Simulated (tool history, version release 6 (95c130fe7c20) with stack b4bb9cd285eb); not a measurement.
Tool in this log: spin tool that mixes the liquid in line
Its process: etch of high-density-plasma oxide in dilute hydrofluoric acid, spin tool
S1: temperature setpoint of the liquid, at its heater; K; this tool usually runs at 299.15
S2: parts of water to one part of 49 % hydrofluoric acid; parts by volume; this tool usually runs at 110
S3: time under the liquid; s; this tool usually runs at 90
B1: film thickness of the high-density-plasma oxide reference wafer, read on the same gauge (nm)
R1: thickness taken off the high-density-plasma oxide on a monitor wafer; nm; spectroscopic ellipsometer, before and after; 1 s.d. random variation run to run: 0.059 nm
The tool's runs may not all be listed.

run	day	S1	S2	S3	B1	R1
1	0.000	299.15	110	90	50.01	6.83
2	2.033	299.15	110	90	49.99	6.89
3	4.596	300.65	110	90	50.00	7.18
4	7.367	300.65	110	90	50.01	7.32
5	10.767	300.65	110	90	50.02	7.43
# day 21.008: thermometer replaced
6	21.112	299.15	110	90	49.98	6.32
7	24.021	299.15	110	90	50.02	6.41
8	25.950	299.15	110	90	50.00	6.37
9	30.658	299.15	110	90	49.98	6.47
10	32.754	297.15	110	125	49.99	8.31
11	35.971	296.15	110	90	49.99	5.78
12	38.596	299.15	80	90	50.00	9.38
# day 39.208: hydrofluoric acid flow meter replaced
# day 41.396: gauge calibrated
13	42.908	297.65	110	90	50.01	6.51
14	45.008	299.15	110	90	50.00	6.89
15	49.100	299.15	110	90	49.99	6.90
16	52.196	295.65	90	35	50.01	2.94
17	54.467	302.15	135	125	50.00	8.47
18	57.308	300.65	110	90	49.99	7.47
19	59.717	299.15	85	90	49.99	9.46

Alternative continuations, all from the tool just after run 19; predict every row:
A	59.733	299.15	110	90	?	?
B	59.733	295.65	110	110	?	?
C	59.733	303.65	65	130	?	?
D	59.733	295.65	145	120	?	?
E	59.733	303.65	95	120	?	?

run	B1	R1
A	49.98	7.03
B	49.98	7.52
C	49.98	21.78
D	49.98	5.96
E	49.98	13.11
What these runs would have given with no unlogged condition in the tool:
run	R1
A	6.52
B	6.94
C	20.17
D	5.52
E	12.19

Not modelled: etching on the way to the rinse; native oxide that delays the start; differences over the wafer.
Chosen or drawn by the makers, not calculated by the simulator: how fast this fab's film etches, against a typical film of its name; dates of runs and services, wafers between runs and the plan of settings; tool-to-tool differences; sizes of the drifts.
